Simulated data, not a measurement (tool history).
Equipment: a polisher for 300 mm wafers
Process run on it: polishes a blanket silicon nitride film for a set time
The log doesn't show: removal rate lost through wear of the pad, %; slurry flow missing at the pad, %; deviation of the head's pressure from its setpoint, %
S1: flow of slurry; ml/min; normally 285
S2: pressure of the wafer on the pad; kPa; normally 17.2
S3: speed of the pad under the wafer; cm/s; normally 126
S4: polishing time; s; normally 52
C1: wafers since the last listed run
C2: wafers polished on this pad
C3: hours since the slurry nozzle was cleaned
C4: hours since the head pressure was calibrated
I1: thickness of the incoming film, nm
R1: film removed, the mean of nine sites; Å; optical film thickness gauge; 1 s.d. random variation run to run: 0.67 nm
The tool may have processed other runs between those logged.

Run 1, hour 0.0: usual settings; C1 0; C2 624; C3 178.4; C4 153.5; I1 508.3. Result: R1 592 Å.
Run 2, hour 105.7: usual settings but S4 48 s; C1 1132; C2 1756; C3 284.1; C4 259.2; I1 504.6. Result: R1 514 Å.
Run 3, hour 178.8: usual settings but S4 48 s; C1 783; C2 2540; C3 357.2; C4 332.3; I1 510.2. Result: R1 503 Å.
At hour 227.0: head pressure recalibrated.
At hour 232.5: slurry nozzle cleaned.
Run 4, hour 279.9: usual settings but S4 48 s; C1 1051; C2 3591; C3 47.4; C4 52.9; I1 520.6. Result: R1 524 Å.
Run 5, hour 360.1: usual settings but S4 41 s; C1 859; C2 4450; C3 127.6; C4 133.1; I1 518.1. Result: R1 447 Å.
At hour 365.2: worn pad replaced by a new one.
Run 6, hour 411.2: usual settings but S4 65 s; C1 504; C2 492; C3 178.7; C4 184.2; I1 513.7. Result: R1 765 Å.
Run 7, hour 465.7: usual settings; C1 583; C2 1076; C3 233.2; C4 238.7; I1 508.9. Result: R1 589 Å.
Run 8, hour 504.5: usual settings; C1 415; C2 1492; C3 272.0; C4 277.5; I1 507.9. Result: R1 575 Å.
Run 9, hour 573.6: usual settings but S3 110 cm/s; C1 740; C2 2232; C3 341.1; C4 346.6; I1 499.9. Result: R1 508 Å.
At hour 598.3: head pressure recalibrated.
Run 10, hour 622.7: usual settings but S3 110 cm/s; C1 504; C2 2737; C3 390.2; C4 24.4; I1 512.2. Result: R1 501 Å.
At hour 655.8: slurry nozzle cleaned.
Run 11, hour 707.4: usual settings but S1 365 ml/min; C1 896; C2 3634; C3 51.6; C4 109.1; I1 498.9. Result: R1 586 Å.
At hour 769.9: worn pad replaced by a new one.
Run 12, hour 770.4: usual settings but S1 335 ml/min; C1 632; C2 5; C3 114.6; C4 172.1; I1 508.3. Result: R1 646 Å.
Run 13, hour 837.9: usual settings but S1 335 ml/min; C1 723; C2 729; C3 182.1; C4 239.6; I1 504.8. Result: R1 603 Å.
Run 14, hour 942.7: usual settings but S1 205 ml/min, S2 21.4 kPa, S3 102 cm/s; C1 1122; C2 1851; C3 286.9; C4 344.4; I1 502.2. Result: R1 566 Å.
At hour 1046.7: head pressure recalibrated.
Run 15, hour 1048.7: usual settings but S1 220 ml/min, S2 13.8 kPa, S3 148 cm/s, S4 47 s; C1 1114; C2 2966; C3 392.9; C4 2.0; I1 504.3. Result: R1 437 Å.
At hour 1078.4: slurry nozzle cleaned.
At hour 1090.1: worn pad replaced by a new one.
Run 16, hour 1127.1: usual settings but S2 15.2 kPa; C1 786; C2 396; C3 48.7; C4 80.4; I1 504.2. Result: R1 558 Å.
Run 17, hour 1166.6: usual settings but S1 355 ml/min, S2 12.4 kPa, S3 152 cm/s; C1 423; C2 819; C3 88.2; C4 119.9; I1 504.2. Result: R1 546 Å.
Run 18, hour 1253.4: usual settings but S3 166 cm/s; C1 930; C2 1749; C3 175.0; C4 206.7; I1 505.3. Result: R1 711 Å.
Run 19, hour 1294.6: usual settings; C1 441; C2 2190; C3 216.2; C4 247.9; I1 506.6. Result: R1 574 Å.
Run 20, hour 1392.7: usual settings but S4 41 s; C1 1051; C2 3242; C3 314.3; C4 346.0; I1 507.0. Result: R1 440 Å.
At hour 1414.2: worn pad replaced by a new one.
At hour 1416.4: head pressure recalibrated.
Run 21, hour 1473.6: usual settings but S3 166 cm/s; C1 802; C2 615; C3 395.2; C4 57.2; I1 506.2. Result: R1 696 Å.
Run 22, hour 1510.1: usual settings but S3 156 cm/s, S4 41 s; C1 391; C2 1006; C3 431.7; C4 93.7; I1 505.0. Result: R1 506 Å.
At hour 1550.2: slurry nozzle cleaned.
Run 23, hour 1613.9: usual settings but S2 15.2 kPa, S3 156 cm/s, S4 59 s; C1 1101; C2 2107; C3 63.7; C4 197.5; I1 512.8. Result: R1 686 Å.
Run 24, hour 1695.4: usual settings but S1 360 ml/min; C1 873; C2 2981; C3 145.2; C4 279.0; I1 512.8. Result: R1 574 Å.
At hour 1734.3: worn pad replaced by a new one.
Run 25, hour 1769.1: usual settings but S1 225 ml/min, S2 21.4 kPa, S3 84 cm/s, S4 66 s; C1 746; C2 372; C3 218.9; C4 352.7; I1 507.2. Result: R1 661 Å.
At hour 1815.1: head pressure recalibrated.
Run 26, hour 1850.7: usual settings but S4 65 s; C1 852; C2 1225; C3 300.5; C4 35.6; I1 507.9. Result: R1 715 Å.

Selected run-to-run steps in R1, each split into two signed amounts: the part the tool would show with no hidden state at all (from settings, incoming material and random variation), and the remainder, which goes to the hidden state together with any gauge scatter not common to the measured and the hidden-state-free results:
Run 5 -> 6: S4 41 -> 65, worn pad replaced by a new one. R1 +318 Å: hidden state +13, all else +305.
Run 11 -> 12: S1 365 -> 335, worn pad replaced by a new one. R1 +60 Å: hidden state +59, all else +1.
Run 15 -> 16: S1 220 -> 285, S2 13.8 -> 15.2, S3 148 -> 126, S4 47 -> 52, slurry nozzle cleaned, worn pad replaced by a new one. R1 +121 Å: hidden state +67, all else +54.
Run 20 -> 21: S3 126 -> 166, S4 41 -> 52, worn pad replaced by a new one, head pressure recalibrated. R1 +256 Å: hidden state -7, all else +263.
